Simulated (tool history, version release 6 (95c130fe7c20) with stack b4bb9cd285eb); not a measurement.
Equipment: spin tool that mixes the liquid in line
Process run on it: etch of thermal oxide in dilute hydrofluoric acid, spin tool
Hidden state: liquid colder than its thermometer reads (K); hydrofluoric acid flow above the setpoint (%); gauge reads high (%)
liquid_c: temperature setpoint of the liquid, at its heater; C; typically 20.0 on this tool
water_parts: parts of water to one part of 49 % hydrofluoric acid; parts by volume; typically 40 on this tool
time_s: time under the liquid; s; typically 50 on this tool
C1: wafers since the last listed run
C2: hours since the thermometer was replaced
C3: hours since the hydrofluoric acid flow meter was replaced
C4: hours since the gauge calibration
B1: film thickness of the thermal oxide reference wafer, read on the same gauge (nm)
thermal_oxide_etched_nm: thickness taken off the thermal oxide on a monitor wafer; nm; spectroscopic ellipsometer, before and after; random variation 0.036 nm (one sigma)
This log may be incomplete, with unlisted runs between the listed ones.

run 1 hour=0.0 | liquid_c=20.0 water_parts=40 time_s=50 | C1=0 C2=116.2 C3=40.0 C4=585.1 | B1=149.98 | thermal_oxide_etched_nm=5.05
run 2 hour=293.8 | liquid_c=20.0 water_parts=40 time_s=50 | C1=4614 C2=410.0 C3=333.8 C4=878.9 | B1=150.01 | thermal_oxide_etched_nm=4.94
run 3 hour=391.3 | liquid_c=17.5 water_parts=40 time_s=50 | C1=1531 C2=507.5 C3=431.3 C4=976.4 | B1=149.98 | thermal_oxide_etched_nm=4.39
run 4 hour=436.2 | liquid_c=18.5 water_parts=40 time_s=50 | C1=705 C2=552.4 C3=476.2 C4=1021.3 | B1=149.98 | thermal_oxide_etched_nm=4.65
-- hour=470.5 hydrofluoric acid flow meter replaced
run 5 hour=517.8 | liquid_c=18.5 water_parts=40 time_s=50 | C1=1265 C2=634.0 C3=47.3 C4=1102.9 | B1=150.06 | thermal_oxide_etched_nm=4.55
run 6 hour=567.6 | liquid_c=18.5 water_parts=40 time_s=50 | C1=782 C2=683.8 C3=97.1 C4=1152.7 | B1=149.98 | thermal_oxide_etched_nm=4.59
-- hour=631.2 thermometer replaced
run 7 hour=691.2 | liquid_c=20.0 water_parts=40 time_s=50 | C1=1925 C2=60.0 C3=220.7 C4=1276.3 | B1=150.00 | thermal_oxide_etched_nm=4.74
run 8 hour=754.2 | liquid_c=20.0 water_parts=40 time_s=50 | C1=989 C2=123.0 C3=283.7 C4=1339.3 | B1=150.00 | thermal_oxide_etched_nm=4.76
run 9 hour=804.7 | liquid_c=20.0 water_parts=40 time_s=50 | C1=793 C2=173.5 C3=334.2 C4=1389.8 | B1=150.04 | thermal_oxide_etched_nm=4.67
run 10 hour=873.9 | liquid_c=20.0 water_parts=40 time_s=50 | C1=1086 C2=242.7 C3=403.4 C4=1459.0 | B1=150.00 | thermal_oxide_etched_nm=4.65
-- hour=910.1 hydrofluoric acid flow meter replaced
run 11 hour=972.6 | liquid_c=20.0 water_parts=40 time_s=50 | C1=1534 C2=341.4 C3=62.5 C4=1557.7 | B1=149.99 | thermal_oxide_etched_nm=4.67
-- hour=978.5 thermometer replaced, repeated, since the last time left the tool worse
run 12 hour=1043.0 | liquid_c=20.0 water_parts=45 time_s=50 | C1=1089 C2=64.5 C3=132.9 C4=1628.1 | B1=149.99 | thermal_oxide_etched_nm=4.45
-- hour=1102.6 gauge calibrated
run 13 hour=1123.7 | liquid_c=20.0 water_parts=25 time_s=20 | C1=1267 C2=145.2 C3=213.6 C4=21.1 | B1=150.01 | thermal_oxide_etched_nm=3.34
run 14 hour=1230.7 | liquid_c=20.0 water_parts=50 time_s=50 | C1=1680 C2=252.2 C3=320.6 C4=128.1 | B1=150.01 | thermal_oxide_etched_nm=3.91
run 15 hour=1266.9 | liquid_c=20.0 water_parts=60 time_s=50 | C1=568 C2=288.4 C3=356.8 C4=164.3 | B1=150.01 | thermal_oxide_etched_nm=3.30
run 16 hour=1348.1 | liquid_c=20.0 water_parts=40 time_s=30 | C1=1275 C2=369.6 C3=438.0 C4=245.5 | B1=150.02 | thermal_oxide_etched_nm=2.97
run 17 hour=1399.6 | liquid_c=20.0 water_parts=40 time_s=50 | C1=808 C2=421.1 C3=489.5 C4=297.0 | B1=150.00 | thermal_oxide_etched_nm=4.98
-- hour=1420.6 hydrofluoric acid flow meter replaced
run 18 hour=1439.6 | liquid_c=20.0 water_parts=35 time_s=50 | C1=612 C2=461.1 C3=19.0 C4=337.0 | B1=149.98 | thermal_oxide_etched_nm=5.65
run 19 hour=1521.0 | liquid_c=18.5 water_parts=40 time_s=50 | C1=1278 C2=542.5 C3=100.4 C4=418.4 | B1=150.00 | thermal_oxide_etched_nm=4.59
-- hour=1553.6 thermometer replaced
-- hour=1827.0 hydrofluoric acid flow meter replaced
run 20 hour=1831.8 | liquid_c=17.0 water_parts=45 time_s=35 | C1=4849 C2=278.2 C3=4.8 C4=729.2 | B1=150.00 | thermal_oxide_etched_nm=2.72
run 21 hour=1890.9 | liquid_c=20.0 water_parts=40 time_s=20 | C1=928 C2=337.3 C3=63.9 C4=788.3 | B1=150.01 | thermal_oxide_etched_nm=2.00
run 22 hour=1994.7 | liquid_c=20.0 water_parts=40 time_s=50 | C1=1630 C2=441.1 C3=167.7 C4=892.1 | B1=150.00 | thermal_oxide_etched_nm=4.99
run 23 hour=2075.9 | liquid_c=17.0 water_parts=50 time_s=70 | C1=1275 C2=522.3 C3=248.9 C4=973.3 | B1=149.96 | thermal_oxide_etched_nm=4.81

The same runs without the tool's hidden state, with the same run-to-run variation:
run=1 thermal_oxide_etched_nm=5.11
run=2 thermal_oxide_etched_nm=5.08
run=3 thermal_oxide_etched_nm=4.55
run=4 thermal_oxide_etched_nm=4.83
run=5 thermal_oxide_etched_nm=4.76
run=6 thermal_oxide_etched_nm=4.81
run=7 thermal_oxide_etched_nm=5.11
run=8 thermal_oxide_etched_nm=5.15
run=9 thermal_oxide_etched_nm=5.07
run=10 thermal_oxide_etched_nm=5.07
run=11 thermal_oxide_etched_nm=5.13
run=12 thermal_oxide_etched_nm=4.47
run=13 thermal_oxide_etched_nm=3.37
run=14 thermal_oxide_etched_nm=3.97
run=15 thermal_oxide_etched_nm=3.36
run=16 thermal_oxide_etched_nm=3.04
run=17 thermal_oxide_etched_nm=5.11
run=18 thermal_oxide_etched_nm=5.82
run=19 thermal_oxide_etched_nm=4.75
run=20 thermal_oxide_etched_nm=2.78
run=21 thermal_oxide_etched_nm=2.05
run=22 thermal_oxide_etched_nm=5.16
run=23 thermal_oxide_etched_nm=4.99
